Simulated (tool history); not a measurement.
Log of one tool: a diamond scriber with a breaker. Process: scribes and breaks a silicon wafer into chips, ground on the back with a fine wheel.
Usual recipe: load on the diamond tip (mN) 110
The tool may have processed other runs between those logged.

run   hour  load on the diamond tip (mN)  wafers since the last listed run  hours since the diamond tip was replaced  hours since the load on the tip was calibrated  incoming depth of the damage left on the back of the incoming wafer, um  depth of the median crack under the scribed line (um)  chips rejected at inspection after the break (%)
  1    0.0                           110                                 0                                      34.5                                          1211.4                                                                     2.51                                                   8.62                                              2.88
  2   27.4                           127                                79                                      61.9                                          1238.8                                                                     2.69                                                   9.23                                              3.38
  3   46.7                           127                                56                                      81.2                                          1258.1                                                                     1.91                                                   9.28                                              2.18
  4   78.4                           127                                92                                     112.9                                          1289.8                                                                     1.96                                                   9.46                                              2.39
  5   93.9                           121                                45                                     128.4                                          1305.3                                                                     1.93                                                   8.74                                              1.86
  6  106.3                           110                                36                                     140.8                                          1317.7                                                                     2.79                                                   8.39                                              3.67
  7  134.3                           117                                81                                     168.8                                          1345.7                                                                     2.29                                                   8.68                                              2.19
  8  165.5                           125                                90                                     200.0                                          1376.9                                                                     2.34                                                   9.11                                              2.49
  9  198.8                           125                                97                                     233.3                                          1410.2                                                                     2.42                                                   9.28                                              2.81
 10  219.3                           125                                59                                     253.8                                          1430.7                                                                     2.28                                                   9.11                                              2.72
 11  240.6                           132                                62                                     275.1                                          1452.0                                                                     2.52                                                   9.55                                              3.30
 12  271.4                            85                                89                                     305.9                                          1482.8                                                                     1.52                                                   7.13                                              3.60
 13  295.1                           101                                69                                     329.6                                          1506.5                                                                     2.55                                                   8.13                                              3.57
 14  317.8                           103                                66                                     352.3                                          1529.2                                                                     2.20                                                   8.24                                              2.44
     326.9  -- load on the tip recalibrated
 15  353.5                           103                                98                                     388.0                                            26.6                                                                     2.98                                                   8.13                                              4.47
 16  381.7                           103                                82                                     416.2                                            54.8                                                                     2.45                                                   8.02                                              3.30
 17  413.7                           110                                93                                     448.2                                            86.8                                                                     1.91                                                   8.67                                              1.72
 18  428.2                           110                                42                                     462.7                                           101.3                                                                     2.11                                                   8.60                                              2.00
     436.8  -- diamond tip replaced by a new one
 19  455.2                            87                                72                                      18.4                                           128.3                                                                     2.14                                                   7.20                                              4.21
 20  474.7                           136                                56                                      37.9                                           147.8                                                                     1.54                                                   9.67                                              2.44
 21  490.6                           118                                46                                      53.8                                           163.7                                                                     2.16                                                   9.11                                              1.96
 22  508.0                           134                                50                                      71.2                                           181.1                                                                     2.48                                                   9.52                                              3.17
 23  537.7                           118                                86                                     100.9                                           210.8                                                                     1.59                                                   8.91                                              1.49
 24  570.5                           110                                95                                     133.7                                           243.6                                                                     2.79                                                   8.53                                              3.56
 25  583.7                            90                                38                                     146.9                                           256.8                                                                     2.96                                                   7.40                                              7.61
 26  611.5                            96                                81                                     174.7                                           284.6                                                                     2.39                                                   7.52                                              3.91
 27  637.7                           110                                76                                     200.9                                           310.8                                                                     2.70                                                   8.31                                              3.61
 28  654.6                           110                                49                                     217.8                                           327.7                                                                     2.54                                                   8.64                                              2.90
 29  676.9                            81                                65                                     240.1                                           350.0                                                                     2.74                                                   6.95                                              8.19
 30  710.3                           123                                97                                     273.5                                           383.4                                                                     1.52                                                   9.02                                              1.64
 31  735.9                            82                                74                                     299.1                                           409.0                                                                     1.72                                                   7.06                                              5.02
 32  771.5                            93                               103                                     334.7                                           444.6                                                                     2.78                                                   7.63                                              5.68
 33  800.3                            78                                83                                     363.5                                           473.4                                                                     2.44                                                   6.75                                              8.08
 34  822.1                            83                                63                                     385.3                                           495.2                                                                     2.62                                                   7.02                                              7.00
 35  853.1                           122                                90                                     416.3                                           526.2                                                                     2.38                                                   9.01                                              2.49
 36  886.8                           110                                98                                     450.0                                           559.9                                                                     1.58                                                   8.59                                              1.32

Each row is a separate what-if for the run after 36, all from the same tool condition, not one after another. Results?
  A  887.5                            99                                 2                                     450.7                                           560.6                                                                     2.60                                                      ?                                                 ?
  B  887.5                           133                                 2                                     450.7                                           560.6                                                                     2.60                                                      ?                                                 ?
  C  887.5                           142                                 2                                     450.7                                           560.6                                                                     2.60                                                      ?                                                 ?

run  depth of the median crack under the scribed line (um)  chips rejected at inspection after the break (%)
  A                                                   8.06                                              3.40
  B                                                   9.70                                              3.15
  C                                                  10.11                                              3.85
With no hidden state in the tool, these same runs would have given:
run  depth of the median crack under the scribed line (um)  chips rejected at inspection after the break (%)
  A                                                   8.06                                              3.40
  B                                                   9.70                                              3.15
  C                                                  10.11                                              3.85

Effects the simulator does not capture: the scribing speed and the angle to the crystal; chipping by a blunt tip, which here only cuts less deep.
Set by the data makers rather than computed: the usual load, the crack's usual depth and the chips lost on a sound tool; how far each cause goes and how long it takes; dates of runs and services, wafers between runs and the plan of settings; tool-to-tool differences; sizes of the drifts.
